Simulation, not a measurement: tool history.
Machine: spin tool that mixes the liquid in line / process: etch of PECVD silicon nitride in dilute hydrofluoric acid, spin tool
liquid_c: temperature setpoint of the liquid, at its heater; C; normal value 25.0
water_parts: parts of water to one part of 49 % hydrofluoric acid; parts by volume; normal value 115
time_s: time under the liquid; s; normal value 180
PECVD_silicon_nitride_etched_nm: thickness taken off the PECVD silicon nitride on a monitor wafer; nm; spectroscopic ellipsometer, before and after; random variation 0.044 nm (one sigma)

run	day	liquid_c	water_parts	time_s	read-back film thickness of the PECVD silicon nitride reference wafer, read on the same gauge (nm)	PECVD_silicon_nitride_etched_nm
1	0.000	25.0	115	250	79.995	8.296
2	0.875	25.0	115	250	79.966	8.183
3	1.917	25.0	115	250	79.971	8.116
4	2.800	25.0	115	180	80.004	5.901
5	3.558	25.0	115	180	79.993	5.921
6	4.154	25.0	115	180	79.997	5.866
7	5.529	25.0	115	180	80.036	5.924
8	6.346	25.0	115	180	80.013	5.932
9	6.921	25.0	115	180	79.961	6.066
# day 9.117: gauge calibrated
10	9.400	24.0	115	180	79.989	5.593
11	10.238	25.0	115	180	79.996	6.062
12	10.854	25.0	115	180	80.000	6.049
13	11.762	25.0	115	180	79.987	6.039
14	12.942	25.0	55	220	80.017	15.344
15	13.600	25.0	115	180	79.998	6.059
16	16.304	22.0	60	105	79.987	5.562
17	16.900	25.0	115	180	80.028	6.049
# day 17.442: thermometer replaced
18	18.129	29.0	85	95	80.007	4.749
# day 18.738: hydrofluoric acid flow meter replaced
19	18.967	25.0	85	270	79.993	10.381
20	20.367	21.5	115	180	80.019	4.058
21	21.062	25.0	115	180	79.988	5.150
22	22.554	25.0	85	145	80.024	5.675
23	23.325	29.0	65	245	79.993	15.894
24	23.962	22.0	115	180	79.998	4.258
25	24.962	25.0	115	180	80.024	5.159
26	26.421	20.5	115	180	79.979	3.829

Subtracting, for every run, the result it would have given without the tool's unlogged condition from the measured result gives the following. The same run-to-run variation enters both numbers; the gauge's scatter may not:
Hidden conditions of the tool in this case: liquid hotter than its thermometer reads (K); hydrofluoric acid flow above the setpoint (%); gauge reads high (%).
run	PECVD_silicon_nitride_etched_nm
1	+1.209
2	+1.205
3	+1.213
4	+0.891
5	+0.904
6	+0.902
7	+0.927
8	+0.934
9	+0.965
10	+0.921
11	+1.000
12	+1.007
13	+1.016
14	+2.683
15	+1.038
16	+1.027
17	+1.075
18	+0.072
19	+0.182
20	+0.086
21	+0.115
22	+0.148
23	+0.434
24	+0.125
25	+0.161
26	+0.136
